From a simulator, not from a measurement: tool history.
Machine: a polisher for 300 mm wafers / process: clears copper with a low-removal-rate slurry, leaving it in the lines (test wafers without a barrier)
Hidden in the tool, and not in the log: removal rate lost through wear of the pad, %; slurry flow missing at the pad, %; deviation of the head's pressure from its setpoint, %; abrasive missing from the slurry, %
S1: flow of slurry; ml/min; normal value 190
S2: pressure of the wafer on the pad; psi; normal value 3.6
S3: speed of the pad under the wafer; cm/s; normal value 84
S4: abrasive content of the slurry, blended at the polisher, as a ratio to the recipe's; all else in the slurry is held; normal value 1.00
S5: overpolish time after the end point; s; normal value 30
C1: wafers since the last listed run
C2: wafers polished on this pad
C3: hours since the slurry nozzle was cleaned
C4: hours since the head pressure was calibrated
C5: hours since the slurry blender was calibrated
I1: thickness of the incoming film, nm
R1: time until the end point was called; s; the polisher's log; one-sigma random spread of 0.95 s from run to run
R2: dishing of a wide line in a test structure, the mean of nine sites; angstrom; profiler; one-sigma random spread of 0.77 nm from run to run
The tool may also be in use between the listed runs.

run	hour	S1	S2	S3	S4	S5	C1	C2	C3	C4	C5	I1	R1	R2
1	0.0	190	3.6	84	1.00	30	0	3308	571.3	345.5	380.7	282.3	94.6	474
# hour 14.9: slurry nozzle cleaned
2	54.0	190	3.6	84	1.00	30	410	3719	39.1	399.5	434.7	281.1	86.5	500
3	101.5	190	2.5	84	1.00	17	368	4087	86.6	447.0	482.2	278.1	117.9	255
4	163.0	170	3.6	84	1.00	30	476	4563	148.1	508.5	543.7	285.2	90.5	484
5	188.4	190	4.6	84	1.00	30	196	4760	173.5	533.9	569.1	283.5	71.4	575
# hour 192.2: slurry blender recalibrated
6	245.7	190	3.6	84	0.75	30	428	5189	230.8	591.2	53.5	280.1	94.8	480
# hour 266.4: worn pad replaced by a new one
7	303.0	190	3.6	84	0.90	30	412	283	288.1	648.5	110.8	279.4	90.5	478
# hour 318.1: head pressure recalibrated
8	370.1	190	3.6	84	1.10	30	504	787	355.2	52.0	177.9	277.7	88.2	491
9	551.9	245	3.6	84	0.85	30	1408	2196	537.0	233.8	359.7	276.0	91.5	470
# hour 575.6: slurry nozzle cleaned
10	591.0	190	3.6	92	1.00	13	295	2491	15.4	272.9	398.8	284.7	79.6	288
11	634.8	190	3.6	84	0.85	30	339	2830	59.2	316.7	442.6	278.9	91.3	496
12	704.5	190	3.6	84	1.00	14	540	3370	128.9	386.4	512.3	277.5	86.1	287
# hour 845.8: slurry blender recalibrated
13	879.9	250	3.6	56	1.00	30	1343	4714	304.3	561.8	34.1	281.3	126.6	380
# hour 892.1: worn pad replaced by a new one
14	927.6	190	3.6	60	1.00	30	338	275	352.0	609.5	81.8	284.5	127.6	391
15	989.6	190	3.6	84	1.00	30	480	755	414.0	671.5	143.8	274.7	88.1	486
16	1053.2	225	3.6	84	1.10	30	492	1248	477.6	735.1	207.4	276.6	86.2	503
# hour 1080.0: head pressure recalibrated
17	1168.6	190	3.1	92	1.20	16	878	2126	593.0	88.6	322.8	280.3	95.9	299
# hour 1195.0: slurry nozzle cleaned
18	1202.6	190	3.6	74	1.15	30	255	2382	7.6	122.6	356.8	280.9	94.7	488
19	1249.1	190	2.9	84	1.00	44	360	2742	54.1	169.1	403.3	282.5	107.1	568
20	1288.3	190	2.6	84	1.00	30	303	3046	93.3	208.3	442.5	281.5	116.2	400
21	1350.0	190	3.6	84	1.00	30	478	3524	155.0	270.0	504.2	280.1	86.2	507
22	1388.5	190	3.6	84	1.00	30	298	3822	193.5	308.5	542.7	280.5	87.8	489
23	1448.2	190	3.6	84	1.00	30	462	4285	253.2	368.2	602.4	280.7	89.6	491
24	1479.9	190	3.6	84	1.00	30	245	4530	284.9	399.9	634.1	274.6	86.7	492
25	1515.0	190	3.6	84	1.00	30	271	4802	320.0	435.0	669.2	280.5	87.8	494
# hour 1535.9: slurry blender recalibrated
# hour 1540.8: worn pad replaced by a new one
26	1647.0	250	3.6	56	1.00	30	976	822	452.0	567.0	111.1	282.3	130.3	384
# hour 1666.2: head pressure recalibrated
27	1695.9	190	3.6	84	1.00	46	363	1185	500.9	29.7	160.0	277.6	92.0	606

Alternative continuations, all from the tool just after run 27; predict every row:
A	1696.4	190	3.6	64	1.00	30	3	1189	501.4	30.2	160.5	280.6	?	?
B	1696.4	190	4.1	110	1.15	30	3	1189	501.4	30.2	160.5	280.6	?	?
C	1696.4	190	3.6	84	1.20	30	3	1189	501.4	30.2	160.5	280.6	?	?
D	1696.4	190	3.2	84	1.00	30	3	1189	501.4	30.2	160.5	280.6	?	?
E	1696.4	145	3.6	54	1.25	46	3	1189	501.4	30.2	160.5	280.6	?	?

run	R1	R2
A	122.7	398
B	61.2	621
C	89.2	494
D	103.8	444
E	146.5	473
Without the tool's hidden state the same runs would have given:
run	R1	R2
A	114.3	418
B	57.1	643
C	83.2	516
D	96.8	465
E	133.8	501

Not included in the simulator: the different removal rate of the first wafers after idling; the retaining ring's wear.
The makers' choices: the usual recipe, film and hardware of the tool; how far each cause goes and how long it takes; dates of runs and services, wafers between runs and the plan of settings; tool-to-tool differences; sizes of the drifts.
